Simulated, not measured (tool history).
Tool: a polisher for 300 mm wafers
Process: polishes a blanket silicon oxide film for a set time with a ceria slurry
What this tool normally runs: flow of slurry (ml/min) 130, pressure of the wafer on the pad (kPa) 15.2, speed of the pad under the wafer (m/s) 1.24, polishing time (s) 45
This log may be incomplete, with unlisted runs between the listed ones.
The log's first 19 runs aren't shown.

run,hour,flow of slurry (ml/min),pressure of the wafer on the pad (kPa),speed of the pad under the wafer (m/s),polishing time (s),wafers since the last listed run,wafers polished on this pad,hours since the slurry nozzle was cleaned,hours since the head pressure was calibrated,"incoming thickness of the incoming film, nm",film removed (Å)
# hour 417.1: worn pad replaced by a new one
# hour 434: head pressure recalibrated
20,439.7,100,15.2,1.24,45,280,252,81.1,5.7,826.5,1661
21,458.5,85,16.5,1.04,34,230,482,99.9,24.5,829.1,1105
22,483.5,130,19.3,1.24,45,306,789,124.9,49.5,830.9,2235
23,502.8,130,15.2,1.24,45,236,1025,144.2,68.8,814.2,1746
24,528.4,130,15.2,1.24,45,313,1339,169.8,94.4,817.7,1735
# hour 577.7: worn pad replaced by a new one
25,632.7,130,15.2,1.24,45,1229,673,274.1,198.7,827.5,1737
26,666.8,130,15.2,1.08,55,418,1091,308.2,232.8,845.8,1829
27,689.1,90,11,1.24,45,273,1365,330.5,255.1,835.1,1163
28,717.2,130,15.2,1.24,45,344,1709,358.6,283.2,830.3,1721
29,730.4,150,15.2,1.24,45,161,1871,371.8,296.4,819.7,1785
# hour 734.7: worn pad replaced by a new one
30,757.5,155,11.7,1.24,32,283,280,398.9,323.5,822.7,979
31,771.9,90,12.4,1.4,57,176,456,413.3,337.9,831.1,1800
32,795.1,130,15.2,1.24,45,284,740,436.5,361.1,836.3,1703

Here are 3 independent what-if runs from the current tool condition. What would each one return?
A,795.5,110,15.2,1.24,45,4,745,436.9,361.5,819.7,?
B,795.5,155,15.2,1.24,50,4,745,436.9,361.5,819.7,?
C,795.5,130,11.7,1.24,45,4,745,436.9,361.5,819.7,?

run,film removed (Å)
A,1637
B,1961
C,1316
With no hidden state in the tool, these same runs would have given:
run,film removed (Å)
A,1702
B,2018
C,1361

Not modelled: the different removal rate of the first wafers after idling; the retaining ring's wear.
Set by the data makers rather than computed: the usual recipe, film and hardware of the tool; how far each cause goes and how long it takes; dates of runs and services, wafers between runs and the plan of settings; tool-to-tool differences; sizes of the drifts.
